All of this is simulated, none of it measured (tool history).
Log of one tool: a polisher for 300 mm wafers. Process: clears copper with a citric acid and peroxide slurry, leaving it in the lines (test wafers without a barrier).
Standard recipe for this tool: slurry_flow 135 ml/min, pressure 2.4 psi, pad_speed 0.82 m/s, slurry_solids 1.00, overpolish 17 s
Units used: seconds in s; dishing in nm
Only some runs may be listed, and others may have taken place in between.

run	hour	slurry_flow	pressure	pad_speed	slurry_solids	overpolish	incoming thickness of the incoming film, nm	seconds	dishing
1	0.0	135	2.9	0.82	1.00	17	205.5	116.7	24.3
2	10.6	135	2.9	0.82	1.00	17	208.8	118.0	24.1
3	22.2	135	2.9	0.82	1.00	17	213.4	123.2	23.7
4	30.5	125	2.4	0.82	1.00	17	211.7	148.0	19.5
5	40.3	125	2.4	0.82	1.00	17	209.1	145.3	19.5
# hour 49.8: slurry nozzle cleaned
6	50.2	125	2.4	0.82	1.00	17	208.8	145.5	19.2
7	69.7	135	2.4	0.82	1.00	17	214.5	153.6	19.3
8	77.5	115	2.4	0.56	1.00	10	208.7	190.2	9.4
9	85.1	175	3.2	0.82	0.75	7	213.5	117.4	10.8
# hour 88.4: head pressure recalibrated
10	99.0	135	3.1	0.82	1.00	17	209.4	118.7	24.4
# hour 105.6: slurry blender recalibrated
# hour 113.3: worn pad replaced by a new one
11	113.8	110	3.1	0.92	1.00	17	209.5	103.0	27.7
12	127.7	175	2.4	0.82	1.00	17	213.1	134.3	22.9
13	136.3	135	2.4	0.82	1.00	17	211.0	134.6	21.5
14	153.4	135	2.4	0.82	1.00	17	207.0	131.5	21.2

Alternative continuations, all from the tool just after run 14; predict every row:
A	153.9	135	2.4	0.82	1.00	17	209.6	?	?
B	153.9	135	2.7	1.02	1.00	17	209.6	?	?
C	153.9	135	2.4	0.98	0.80	11	209.6	?	?

run	seconds	dishing
A	134.9	21.1
B	104.8	26.5
C	126.0	15.0
Take away the tool's hidden state, keep each run's random variation, and the runs would have read:
run	seconds	dishing
A	130.0	21.8
B	101.0	27.4
C	121.3	15.5
